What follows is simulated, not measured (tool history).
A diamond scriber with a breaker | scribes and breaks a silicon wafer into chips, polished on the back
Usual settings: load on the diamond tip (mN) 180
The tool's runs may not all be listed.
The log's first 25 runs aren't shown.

run    hour  load on the diamond tip (mN)  incoming depth of the damage left on the back of the incoming wafer, um  depth of the median crack under the scribed line (nm)  chips rejected at inspection after the break (%)
 26  1331.8                           180                                                                     0.03                                                   9410                                              3.43
 27  1389.8                           194                                                                     0.02                                                   9590                                              2.34
 28  1414.2                           180                                                                     0.02                                                   9110                                              5.36
 29  1439.0                           231                                                                     0.05                                                  10780                                              1.82
 30  1498.8                           180                                                                     0.03                                                   8700                                              6.10
 31  1549.7                           180                                                                     0.02                                                   8750                                              7.38
 32  1574.8                           129                                                                     0.02                                                   7000                                             28.73
 33  1609.7                           156                                                                     0.03                                                   7670                                             18.61
 34  1672.7                           180                                                                     0.03                                                   8480                                              8.53
 35  1703.6                           228                                                                     0.02                                                  10210                                              1.48
 36  1729.0                           166                                                                     0.04                                                   7710                                             13.23
 37  1774.8                           159                                                                     0.03                                                   8080                                             17.90
 38  1835.8                           180                                                                     0.05                                                   8370                                              9.54
 39  1864.0                           217                                                                     0.03                                                   9770                                              2.51
 40  1912.1                           220                                                                     0.01                                                   9520                                              2.16
 41  1972.9                           216                                                                     0.02                                                   9460                                              2.47

Forecast each of these 4 alternatives for the next run:
  A  1973.4                           210                                                                     0.05                                                      ?                                                 ?
  B  1973.4                           145                                                                     0.05                                                      ?                                                 ?
  C  1973.4                           207                                                                     0.05                                                      ?                                                 ?
  D  1973.4                           136                                                                     0.05                                                      ?                                                 ?

run  depth of the median crack under the scribed line (nm)  chips rejected at inspection after the break (%)
  A                                                   9220                                              3.41
  B                                                   7120                                             26.68
  C                                                   9130                                              3.86
  D                                                   6800                                             32.38
Without the tool's hidden state the same runs would have given:
run  depth of the median crack under the scribed line (nm)  chips rejected at inspection after the break (%)
  A                                                  11230                                              4.23
  B                                                   8670                                              6.89
  C                                                  11120                                              3.75
  D                                                   8280                                             10.41

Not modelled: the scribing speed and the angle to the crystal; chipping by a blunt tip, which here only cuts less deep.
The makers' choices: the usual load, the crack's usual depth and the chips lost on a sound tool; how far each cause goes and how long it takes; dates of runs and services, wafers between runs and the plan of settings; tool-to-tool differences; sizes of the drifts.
